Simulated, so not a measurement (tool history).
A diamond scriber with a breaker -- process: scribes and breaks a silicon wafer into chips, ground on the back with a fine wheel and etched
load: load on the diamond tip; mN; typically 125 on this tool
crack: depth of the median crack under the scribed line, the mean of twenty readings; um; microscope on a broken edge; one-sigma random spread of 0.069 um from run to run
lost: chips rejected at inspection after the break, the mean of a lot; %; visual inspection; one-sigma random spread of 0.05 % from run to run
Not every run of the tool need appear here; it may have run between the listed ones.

run,hour,load,wafers since the last listed run,hours since the diamond tip was replaced,hours since the load on the tip was calibrated,"incoming depth of the damage left on the back of the incoming wafer, um",crack,lost
1,0,138,0,283.7,1089.5,0.43,8.64,0.93
2,7.6,138,26,291.3,1097.1,0.31,8.56,0.96
3,20.9,125,46,304.6,1110.4,0.72,8.11,2.16
4,58.5,125,132,342.2,1148,0.33,8.11,2.01
5,66.7,125,28,350.4,1156.2,0.56,8.08,2.09
6,84.3,125,62,368,1173.8,0.67,8.13,2.13
# hour 89.9: diamond tip replaced by a new one, of another model than before
7,93.4,125,25,3.5,1182.9,0.36,8.58,1.01
8,121.6,125,99,31.7,1211.1,0.33,8.54,1.04
9,129.5,102,27,39.6,1219,0.8,7.88,2.9
10,137.7,125,28,47.8,1227.2,0.5,8.5,1.2
11,150.7,96,45,60.8,1240.2,0.64,7.89,4
12,163,142,43,73.1,1252.5,0.48,8.59,1.03
13,175.9,163,45,86,1265.4,0.55,9.12,2.17
14,183.9,151,28,94,1273.4,0.35,8.83,1.32
# hour 188.5: load on the tip recalibrated
15,196.2,148,36,106.3,7.7,0.32,8.81,1.11
16,240.9,105,157,151,52.4,0.35,7.82,3.77
17,258.9,109,63,169,70.4,0.33,7.9,3.58
18,274.3,125,54,184.4,85.8,0.4,8.21,1.8

Consider 3 possible next runs. They are alternatives, not a sequence: every one starts from the tool as it was left by run 18. What does each give?
A,274.9,150,2,185,86.4,0.71,?,?
B,274.9,153,2,185,86.4,0.71,?,?
C,274.9,108,2,185,86.4,0.71,?,?

run,crack,lost
A,8.63,1.03
B,8.69,1.11
C,7.81,3.59
Had the tool no hidden state, the same runs would have come out as:
run,crack,lost
A,9.03,2.12
B,9.09,2.39
C,8.17,1.6
